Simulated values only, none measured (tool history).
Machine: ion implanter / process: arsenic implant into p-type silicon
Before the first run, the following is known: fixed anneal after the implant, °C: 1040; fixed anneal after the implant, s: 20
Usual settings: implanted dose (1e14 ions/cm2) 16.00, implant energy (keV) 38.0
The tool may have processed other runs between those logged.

| run | hour | implanted dose (1e14 ions/cm2) | implant energy (keV) | read-back reference wafer on the same gauge, sheet resistance | sheet resistance of the implanted and annealed layer (ohm/square) |
|---|---|---|---|---|---|
| 1 | 0.0 | 16.00 | 38.0 | 105.92 | 89.14 |
| 2 | 17.4 | 16.00 | 38.0 | 105.84 | 88.10 |
| 3 | 34.7 | 16.00 | 38.0 | 105.89 | 88.52 |
| 4 | 44.4 | 16.00 | 38.0 | 105.85 | 88.64 |
| 5 | 52.2 | 16.00 | 38.0 | 105.88 | 88.45 |
| 6 | 66.4 | 16.00 | 38.0 | 105.98 | 89.03 |
| 7 | 74.0 | 16.00 | 38.0 | 105.97 | 88.90 |
| 8 | 83.5 | 16.00 | 38.0 | 105.93 | 88.76 |
| 9 | 97.7 | 16.00 | 38.0 | 105.91 | 88.31 |
|  | 108.5 | extraction supply calibrated |
| 10 | 109.0 | 16.00 | 38.0 | 105.97 | 88.01 |
| 11 | 118.5 | 16.00 | 38.0 | 105.92 | 88.43 |
| 12 | 126.0 | 16.00 | 38.0 | 105.84 | 89.30 |
|  | 141.4 | Faraday cup replaced and dose calibrated |
| 13 | 141.9 | 14.21 | 29.0 | 105.95 | 100.59 |
| 14 | 150.5 | 11.89 | 51.0 | 105.85 | 99.72 |
| 15 | 160.9 | 20.75 | 31.5 | 105.88 | 82.17 |
| 16 | 178.8 | 11.54 | 32.0 | 105.89 | 110.64 |
|  | 182.7 | gauge calibrated |
| 17 | 192.9 | 16.00 | 38.0 | 105.92 | 88.63 |
| 18 | 206.1 | 17.73 | 46.0 | 105.90 | 80.09 |
| 19 | 214.8 | 14.07 | 33.0 | 105.98 | 98.52 |
| 20 | 225.7 | 14.37 | 44.5 | 105.91 | 91.16 |
| 21 | 232.0 | 14.37 | 44.5 | 105.93 | 91.07 |
| 22 | 249.4 | 13.92 | 49.0 | 105.96 | 90.75 |
| 23 | 262.0 | 17.50 | 38.0 | 105.84 | 84.33 |
| 24 | 269.2 | 16.00 | 38.0 | 105.91 | 88.20 |
| 25 | 285.3 | 11.21 | 42.5 | 105.95 | 106.46 |

Give the tool's hidden conditions for every run:
deviation of the true dose from the Faraday cup's reading, %: 0 in every run
deviation of the true energy from its setpoint, %: 0 in every run
gauge reads high (%): 0 in every run
